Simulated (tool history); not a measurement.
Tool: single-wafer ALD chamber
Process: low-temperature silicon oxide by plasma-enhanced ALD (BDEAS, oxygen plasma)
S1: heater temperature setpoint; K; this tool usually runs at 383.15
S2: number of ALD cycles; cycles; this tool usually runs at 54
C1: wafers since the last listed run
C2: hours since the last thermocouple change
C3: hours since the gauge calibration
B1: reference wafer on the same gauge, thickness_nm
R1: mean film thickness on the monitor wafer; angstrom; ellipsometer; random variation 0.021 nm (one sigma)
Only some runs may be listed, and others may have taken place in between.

Run 1, hour 0: usual settings; C1 0; C2 685.9; C3 3485.4; B1 8.076. Result: R1 82.89 angstrom.
Run 2, hour 81.4: usual settings; C1 605; C2 767.3; C3 3566.8; B1 8.085. Result: R1 83.38 angstrom.
Run 3, hour 186.2: usual settings; C1 780; C2 872.1; C3 3671.6; B1 8.078. Result: R1 83.42 angstrom.
Run 4, hour 235.4: usual settings; C1 366; C2 921.3; C3 3720.8; B1 8.085. Result: R1 83.33 angstrom.
Run 5, hour 335.6: usual settings; C1 745; C2 1021.5; C3 3821; B1 8.085. Result: R1 82.95 angstrom.
Run 6, hour 394.7: usual settings but S1 374.15 K; C1 439; C2 1080.6; C3 3880.1; B1 8.075. Result: R1 85.76 angstrom.
Run 7, hour 492.4: usual settings but S1 374.15 K; C1 727; C2 1178.3; C3 3977.8; B1 8.086. Result: R1 86.35 angstrom.
Run 8, hour 532.7: usual settings but S1 390.15 K, S2 47 cycles; C1 299; C2 1218.6; C3 4018.1; B1 8.086. Result: R1 71.82 angstrom.
Run 9, hour 640.6: usual settings but S1 375.15 K; C1 803; C2 1326.5; C3 4126; B1 8.081. Result: R1 85.81 angstrom.
Run 10, hour 699: usual settings but S2 51 cycles; C1 434; C2 1384.9; C3 4184.4; B1 8.086. Result: R1 79.08 angstrom.
Run 11, hour 779.9: usual settings but S2 51 cycles; C1 602; C2 1465.8; C3 4265.3; B1 8.082. Result: R1 78.71 angstrom.
Run 12, hour 921.7: usual settings but S2 51 cycles; C1 1055; C2 1607.6; C3 4407.1; B1 8.078. Result: R1 78.9 angstrom.
At hour 960.2: thermocouple changed; heater temperature recalibrated.
Run 13, hour 1007: usual settings; C1 575; C2 46.8; C3 4492.4; B1 8.079. Result: R1 82.5 angstrom.
Run 14, hour 1045.2: usual settings; C1 284; C2 85; C3 4530.6; B1 8.079. Result: R1 82.19 angstrom.
Run 15, hour 1131.3: usual settings but S2 57 cycles; C1 640; C2 171.1; C3 4616.7; B1 8.082. Result: R1 87.43 angstrom.
Run 16, hour 1179.8: usual settings but S2 57 cycles; C1 360; C2 219.6; C3 4665.2; B1 8.083. Result: R1 87.13 angstrom.
At hour 1233.1: gauge calibrated.
Run 17, hour 1268.1: usual settings but S1 393.15 K; C1 657; C2 307.9; C3 35; B1 8.082. Result: R1 80.9 angstrom.
Run 18, hour 1369.1: usual settings; C1 751; C2 408.9; C3 136; B1 8.078. Result: R1 82.99 angstrom.
Run 19, hour 1446.4: usual settings; C1 575; C2 486.2; C3 213.3; B1 8.078. Result: R1 82.74 angstrom.
Run 20, hour 1510.7: usual settings but S2 63 cycles; C1 478; C2 550.5; C3 277.6; B1 8.077. Result: R1 97.31 angstrom.
Run 21, hour 1567: usual settings but S2 63 cycles; C1 419; C2 606.8; C3 333.9; B1 8.085. Result: R1 97.29 angstrom.
Run 22, hour 1614.5: usual settings but S2 63 cycles; C1 353; C2 654.3; C3 381.4; B1 8.083. Result: R1 96.72 angstrom.
Run 23, hour 1662.5: usual settings; C1 357; C2 702.3; C3 429.4; B1 8.083. Result: R1 83 angstrom.
Run 24, hour 1721.5: usual settings but S1 372.15 K, S2 45 cycles; C1 439; C2 761.3; C3 488.4; B1 8.084. Result: R1 71.9 angstrom.
Run 25, hour 1778.4: usual settings but S1 395.15 K, S2 59 cycles; C1 423; C2 818.2; C3 545.3; B1 8.084. Result: R1 88.5 angstrom.
Run 26, hour 1880.1: usual settings but S2 61 cycles; C1 756; C2 919.9; C3 647; B1 8.081. Result: R1 94.16 angstrom.
Run 27, hour 1919.4: usual settings; C1 292; C2 959.2; C3 686.3; B1 8.082. Result: R1 83.32 angstrom.
Run 28, hour 2024.7: usual settings but S1 395.15 K, S2 62 cycles; C1 783; C2 1064.5; C3 791.6; B1 8.078. Result: R1 93.08 angstrom.
Run 29, hour 2184.2: usual settings; C1 1187; C2 1224; C3 951.1; B1 8.077. Result: R1 83.14 angstrom.
Run 30, hour 2226.7: usual settings but S1 392.15 K, S2 62 cycles; C1 316; C2 1266.5; C3 993.6; B1 8.079. Result: R1 94.06 angstrom.
At hour 2306.7: thermocouple changed; heater temperature recalibrated.
Run 31, hour 2316.9: usual settings but S1 396.15 K; C1 611; C2 10.2; C3 1083.8; B1 8.086. Result: R1 80.46 angstrom.
Run 32, hour 2379.5: usual settings but S1 374.15 K, S2 64 cycles; C1 465; C2 72.8; C3 1146.4; B1 8.082. Result: R1 100.6 angstrom.
Run 33, hour 2435.5: usual settings; C1 416; C2 128.8; C3 1202.4; B1 8.082. Result: R1 82.62 angstrom.
Run 34, hour 2499.6: usual settings but S1 378.15 K; C1 477; C2 192.9; C3 1266.5; B1 8.079. Result: R1 83.7 angstrom.
Run 35, hour 2548.9: usual settings but S1 373.15 K, S2 46 cycles; C1 366; C2 242.2; C3 1315.8; B1 8.081. Result: R1 72.8 angstrom.
Run 36, hour 2603.8: usual settings; C1 408; C2 297.1; C3 1370.7; B1 8.084. Result: R1 83.36 angstrom.
Run 37, hour 2685.7: usual settings but S1 371.15 K, S2 57 cycles; C1 609; C2 379; C3 1452.6; B1 8.077. Result: R1 91.61 angstrom.
Run 38, hour 2761.1: usual settings but S2 62 cycles; C1 561; C2 454.4; C3 1528; B1 8.082. Result: R1 95.23 angstrom.
Run 39, hour 2804.9: usual settings but S2 50 cycles; C1 326; C2 498.2; C3 1571.8; B1 8.075. Result: R1 76.99 angstrom.
Run 40, hour 2884.1: usual settings but S1 379.15 K, S2 51 cycles; C1 589; C2 577.4; C3 1651; B1 8.084. Result: R1 78.9 angstrom.
Run 41, hour 2969.4: usual settings but S1 390.15 K, S2 50 cycles; C1 634; C2 662.7; C3 1736.3; B1 8.083. Result: R1 76.38 angstrom.
Run 42, hour 3058.7: usual settings but S1 397.15 K, S2 48 cycles; C1 664; C2 752; C3 1825.6; B1 8.073. Result: R1 71.65 angstrom.
Run 43, hour 3143.1: usual settings but S1 389.15 K, S2 51 cycles; C1 628; C2 836.4; C3 1910; B1 8.086. Result: R1 77.7 angstrom.
Run 44, hour 3243.2: usual settings; C1 745; C2 936.5; C3 2010.1; B1 8.083. Result: R1 83.44 angstrom.
Run 45, hour 3318.2: usual settings but S1 372.15 K, S2 51 cycles; C1 558; C2 1011.5; C3 2085.1; B1 8.083. Result: R1 82 angstrom.
Run 46, hour 3419.4: usual settings but S1 389.15 K, S2 58 cycles; C1 753; C2 1112.7; C3 2186.3; B1 8.079. Result: R1 88.61 angstrom.

Estimate the outcome of run 47 from the log above:
Run 47, hour 3505.8: usual settings but S1 391.15 K, S2 44 cycles; C1 643; C2 1199.1; C3 2272.7; B1 ?. Result: R1 ?.

Run 47 produced B1 8.076, R1 67.05 angstrom.
If the tool had no hidden condition, the same run with the same run-to-run variation would have returned R1 66.1 angstrom.
